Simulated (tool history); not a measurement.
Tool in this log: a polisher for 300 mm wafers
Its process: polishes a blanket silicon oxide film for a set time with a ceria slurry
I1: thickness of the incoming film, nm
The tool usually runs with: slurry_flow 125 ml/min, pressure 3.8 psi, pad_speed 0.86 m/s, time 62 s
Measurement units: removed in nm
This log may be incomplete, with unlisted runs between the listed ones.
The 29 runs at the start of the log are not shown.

{"hour": 368.6, "done": "worn pad replaced by a new one"}
{"run": 30, "hour": 377.1, "slurry_flow": 125, "pressure": 3.8, "pad_speed": 0.86, "time": 79, "I1": 890.1, "removed": 402.7}
{"run": 31, "hour": 387.2, "slurry_flow": 125, "pressure": 3.8, "pad_speed": 0.58, "time": 62, "I1": 905.4, "removed": 251.3}
{"run": 32, "hour": 404.3, "slurry_flow": 125, "pressure": 3.8, "pad_speed": 0.86, "time": 62, "I1": 882.2, "removed": 309.4}
{"run": 33, "hour": 415.1, "slurry_flow": 125, "pressure": 3.8, "pad_speed": 0.86, "time": 62, "I1": 888.4, "removed": 309.3}
{"run": 34, "hour": 432.9, "slurry_flow": 125, "pressure": 2.9, "pad_speed": 0.62, "time": 62, "I1": 901.9, "removed": 216.3}
{"run": 35, "hour": 439.6, "slurry_flow": 125, "pressure": 3.8, "pad_speed": 0.86, "time": 62, "I1": 874.1, "removed": 306.4}
{"run": 36, "hour": 448.5, "slurry_flow": 155, "pressure": 3.4, "pad_speed": 0.86, "time": 62, "I1": 884.3, "removed": 288.7}
{"run": 37, "hour": 464.0, "slurry_flow": 125, "pressure": 3.8, "pad_speed": 0.86, "time": 62, "I1": 888.5, "removed": 305.5}
{"run": 38, "hour": 477.5, "slurry_flow": 125, "pressure": 3.8, "pad_speed": 0.86, "time": 53, "I1": 893.4, "removed": 264.0}

Consider 3 possible next runs. They are alternatives, not a sequence: every one starts from the tool as it was left by run 38. What does each give?
{"run": "A", "hour": 477.9, "slurry_flow": 125, "pressure": 3.8, "pad_speed": 0.86, "time": 62, "I1": 878.0, "removed": "?"}
{"run": "B", "hour": 477.9, "slurry_flow": 100, "pressure": 3.0, "pad_speed": 1.06, "time": 83, "I1": 878.0, "removed": "?"}
{"run": "C", "hour": 477.9, "slurry_flow": 125, "pressure": 3.8, "pad_speed": 0.86, "time": 73, "I1": 878.0, "removed": "?"}

run=A removed=303.2
run=B removed=396.8
run=C removed=357.0
Take away the tool's hidden state, keep each run's random variation, and the runs would have read:
run=A removed=319.0
run=B removed=417.5
run=C removed=375.6

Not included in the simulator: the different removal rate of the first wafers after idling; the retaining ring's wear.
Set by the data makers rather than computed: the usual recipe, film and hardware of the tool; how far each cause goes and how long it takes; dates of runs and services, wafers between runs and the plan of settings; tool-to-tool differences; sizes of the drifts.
